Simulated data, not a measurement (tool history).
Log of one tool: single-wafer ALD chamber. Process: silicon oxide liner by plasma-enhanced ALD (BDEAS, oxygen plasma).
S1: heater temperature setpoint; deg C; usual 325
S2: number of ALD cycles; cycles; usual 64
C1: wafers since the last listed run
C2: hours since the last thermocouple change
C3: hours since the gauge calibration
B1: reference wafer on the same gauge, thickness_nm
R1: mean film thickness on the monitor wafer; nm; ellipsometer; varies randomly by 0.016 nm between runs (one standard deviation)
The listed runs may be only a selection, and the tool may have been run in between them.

{"run": 1, "day": 0.0, "S1": 325, "S2": 64, "C1": 0, "C2": 1046.7, "C3": 64.2, "B1": 5.521, "R1": 6.44}
{"run": 2, "day": 1.154, "S1": 325, "S2": 64, "C1": 133, "C2": 1074.4, "C3": 91.9, "B1": 5.524, "R1": 6.449}
{"run": 3, "day": 2.504, "S1": 325, "S2": 64, "C1": 156, "C2": 1106.8, "C3": 124.3, "B1": 5.526, "R1": 6.437}
{"run": 4, "day": 3.508, "S1": 325, "S2": 64, "C1": 116, "C2": 1130.9, "C3": 148.4, "B1": 5.523, "R1": 6.397}
{"run": 5, "day": 4.725, "S1": 321, "S2": 64, "C1": 141, "C2": 1160.1, "C3": 177.6, "B1": 5.52, "R1": 6.465}
{"run": 6, "day": 5.633, "S1": 325, "S2": 64, "C1": 105, "C2": 1181.9, "C3": 199.4, "B1": 5.52, "R1": 6.438}
{"run": 7, "day": 6.704, "S1": 325, "S2": 64, "C1": 124, "C2": 1207.6, "C3": 225.1, "B1": 5.518, "R1": 6.426}
{"run": 8, "day": 8.612, "S1": 325, "S2": 64, "C1": 221, "C2": 1253.4, "C3": 270.9, "B1": 5.52, "R1": 6.417}
{"run": 9, "day": 9.842, "S1": 325, "S2": 56, "C1": 142, "C2": 1282.9, "C3": 300.4, "B1": 5.513, "R1": 5.614}
{"run": 10, "day": 11.696, "S1": 312, "S2": 64, "C1": 215, "C2": 1327.4, "C3": 344.9, "B1": 5.521, "R1": 6.544}
{"run": 11, "day": 12.733, "S1": 334, "S2": 64, "C1": 120, "C2": 1352.3, "C3": 369.8, "B1": 5.523, "R1": 6.367}
{"day": 12.975, "done": "gauge calibrated"}
{"day": 16.867, "done": "thermocouple changed; heater temperature recalibrated"}
{"run": 12, "day": 17.158, "S1": 318, "S2": 56, "C1": 474, "C2": 7, "C3": 100.4, "B1": 5.518, "R1": 5.68}
{"run": 13, "day": 18.488, "S1": 334, "S2": 52, "C1": 154, "C2": 38.9, "C3": 132.3, "B1": 5.52, "R1": 5.179}
{"run": 14, "day": 19.162, "S1": 325, "S2": 64, "C1": 78, "C2": 55.1, "C3": 148.5, "B1": 5.524, "R1": 6.463}
{"run": 15, "day": 19.954, "S1": 325, "S2": 60, "C1": 91, "C2": 74.1, "C3": 167.5, "B1": 5.52, "R1": 6.052}
{"run": 16, "day": 21.125, "S1": 325, "S2": 60, "C1": 135, "C2": 102.2, "C3": 195.6, "B1": 5.523, "R1": 6.03}

Alternative continuations, all from the tool just after run 16; predict every row:
{"run": "A", "day": 21.146, "S1": 325, "S2": 64, "C1": 2, "C2": 102.7, "C3": 196.1, "B1": "?", "R1": "?"}
{"run": "B", "day": 21.146, "S1": 332, "S2": 54, "C1": 2, "C2": 102.7, "C3": 196.1, "B1": "?", "R1": "?"}
{"run": "C", "day": 21.146, "S1": 336, "S2": 68, "C1": 2, "C2": 102.7, "C3": 196.1, "B1": "?", "R1": "?"}
{"run": "D", "day": 21.146, "S1": 319, "S2": 53, "C1": 2, "C2": 102.7, "C3": 196.1, "B1": "?", "R1": "?"}

run=A B1=5.52 R1=6.433
run=B B1=5.52 R1=5.38
run=C B1=5.52 R1=6.739
run=D B1=5.52 R1=5.368
Without the tool's hidden state the same runs would have given:
run=A R1=6.433
run=B R1=5.38
run=C R1=6.739
run=D R1=5.368
